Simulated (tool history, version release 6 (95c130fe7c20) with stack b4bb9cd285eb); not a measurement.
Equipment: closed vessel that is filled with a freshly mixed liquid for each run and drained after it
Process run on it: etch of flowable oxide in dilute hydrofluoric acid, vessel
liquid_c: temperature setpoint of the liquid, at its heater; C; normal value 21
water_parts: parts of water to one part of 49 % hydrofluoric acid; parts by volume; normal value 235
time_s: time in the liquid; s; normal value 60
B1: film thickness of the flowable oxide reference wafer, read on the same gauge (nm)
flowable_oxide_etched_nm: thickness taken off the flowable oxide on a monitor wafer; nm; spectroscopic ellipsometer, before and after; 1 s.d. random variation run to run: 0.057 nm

Run 1, hour 0: usual settings but liquid_c 23.5 C; B1 80.06. Result: flowable_oxide_etched_nm 11.82 nm.
Run 2, hour 37: usual settings but liquid_c 23.5 C; B1 80.01. Result: flowable_oxide_etched_nm 11.59 nm.
Run 3, hour 95.1: usual settings but liquid_c 23.5 C; B1 79.98. Result: flowable_oxide_etched_nm 11.61 nm.
Run 4, hour 158.4: usual settings; B1 80.03. Result: flowable_oxide_etched_nm 10.53 nm.
Run 5, hour 198.1: usual settings; B1 80.02. Result: flowable_oxide_etched_nm 10.65 nm.
Run 6, hour 263.7: usual settings; B1 79.99. Result: flowable_oxide_etched_nm 10.59 nm.
Run 7, hour 332.5: usual settings but time_s 80 s; B1 80.04. Result: flowable_oxide_etched_nm 13.99 nm.
Run 8, hour 364.7: usual settings but time_s 80 s; B1 79.99. Result: flowable_oxide_etched_nm 13.96 nm.
At hour 566.2: gauge calibrated.
Run 9, hour 576.2: usual settings but time_s 85 s; B1 80. Result: flowable_oxide_etched_nm 14.86 nm.
Run 10, hour 619: usual settings but time_s 85 s; B1 79.99. Result: flowable_oxide_etched_nm 14.8 nm.
Run 11, hour 667.6: usual settings; B1 79.95. Result: flowable_oxide_etched_nm 10.52 nm.
At hour 677.1: hydrofluoric acid flow meter replaced.
Run 12, hour 731.9: usual settings; B1 80.01. Result: flowable_oxide_etched_nm 10.75 nm.
Run 13, hour 761.1: usual settings but water_parts 140 parts by volume; B1 80.07. Result: flowable_oxide_etched_nm 19.91 nm.
Run 14, hour 801.3: usual settings but time_s 75 s; B1 80.01. Result: flowable_oxide_etched_nm 13.47 nm.
Run 15, hour 870.9: usual settings but time_s 75 s; B1 80.01. Result: flowable_oxide_etched_nm 13.29 nm.
Run 16, hour 933.2: usual settings but water_parts 345 parts by volume; B1 80.05. Result: flowable_oxide_etched_nm 6.48 nm.
Run 17, hour 1003.5: usual settings but liquid_c 17 C, time_s 90 s; B1 79.98. Result: flowable_oxide_etched_nm 13.7 nm.
At hour 1009.5: thermometer replaced.
Run 18, hour 1050.1: usual settings but liquid_c 17 C, time_s 40 s; B1 79.98. Result: flowable_oxide_etched_nm 6.05 nm.
Run 19, hour 1091: usual settings but liquid_c 22.5 C, water_parts 160 parts by volume, time_s 30 s; B1 79.96. Result: flowable_oxide_etched_nm 8.92 nm.
Run 20, hour 1117: usual settings but water_parts 320 parts by volume; B1 80.06. Result: flowable_oxide_etched_nm 7.15 nm.
Run 21, hour 1156.5: usual settings; B1 80.04. Result: flowable_oxide_etched_nm 10.55 nm.
Run 22, hour 1198.2: usual settings but water_parts 150 parts by volume; B1 79.97. Result: flowable_oxide_etched_nm 18.14 nm.
Run 23, hour 1226: usual settings but liquid_c 17 C, water_parts 330 parts by volume; B1 79.96. Result: flowable_oxide_etched_nm 5.87 nm.
Run 24, hour 1276.5: usual settings but liquid_c 25.5 C, water_parts 155 parts by volume, time_s 75 s; B1 80.02. Result: flowable_oxide_etched_nm 25.92 nm.
Run 25, hour 1341.3: usual settings but liquid_c 25.5 C, water_parts 170 parts by volume, time_s 40 s; B1 79.99. Result: flowable_oxide_etched_nm 12.19 nm.
Run 26, hour 1375.6: usual settings; B1 80.07. Result: flowable_oxide_etched_nm 10.53 nm.
Run 27, hour 1421: usual settings but water_parts 120 parts by volume, time_s 90 s; B1 80.06. Result: flowable_oxide_etched_nm 34.44 nm.
Run 28, hour 1460.9: usual settings but time_s 85 s; B1 80.03. Result: flowable_oxide_etched_nm 14.83 nm.
At hour 1509.4: gauge calibrated.
Run 29, hour 1525.2: usual settings but liquid_c 19.5 C, time_s 75 s; B1 80.01. Result: flowable_oxide_etched_nm 12.24 nm.
Run 30, hour 1571.2: usual settings but liquid_c 25.5 C, time_s 90 s; B1 80.02. Result: flowable_oxide_etched_nm 18.27 nm.
Run 31, hour 1603.2: usual settings but liquid_c 24 C; B1 80.04. Result: flowable_oxide_etched_nm 11.6 nm.

5 ways to go on from here, each from the tool as it stands after run 31. What would each give?
Run A, hour 1603.9: usual settings but time_s 40 s; B1 ?. Result: flowable_oxide_etched_nm ?.
Run B, hour 1603.9: usual settings but liquid_c 18 C, water_parts 330 parts by volume, time_s 75 s; B1 ?. Result: flowable_oxide_etched_nm ?.
Run C, hour 1603.9: usual settings but liquid_c 22.5 C, time_s 85 s; B1 ?. Result: flowable_oxide_etched_nm ?.
Run D, hour 1603.9: usual settings but liquid_c 24.5 C, water_parts 310 parts by volume, time_s 90 s; B1 ?. Result: flowable_oxide_etched_nm ?.
Run E, hour 1603.9: usual settings but liquid_c 23 C, time_s 75 s; B1 ?. Result: flowable_oxide_etched_nm ?.

run     B1  flowable_oxide_etched_nm
  A  79.97                      6.95
  B  79.97                      7.61
  C  79.97                      15.6
  D  79.97                     12.46
  E  79.97                     14.02
The same runs, with their run-to-run variation unchanged, on a tool lacking any hidden condition would have given:
run  flowable_oxide_etched_nm
  A                      7.23
  B                      7.93
  C                     16.24
  D                        13
  E                      14.6
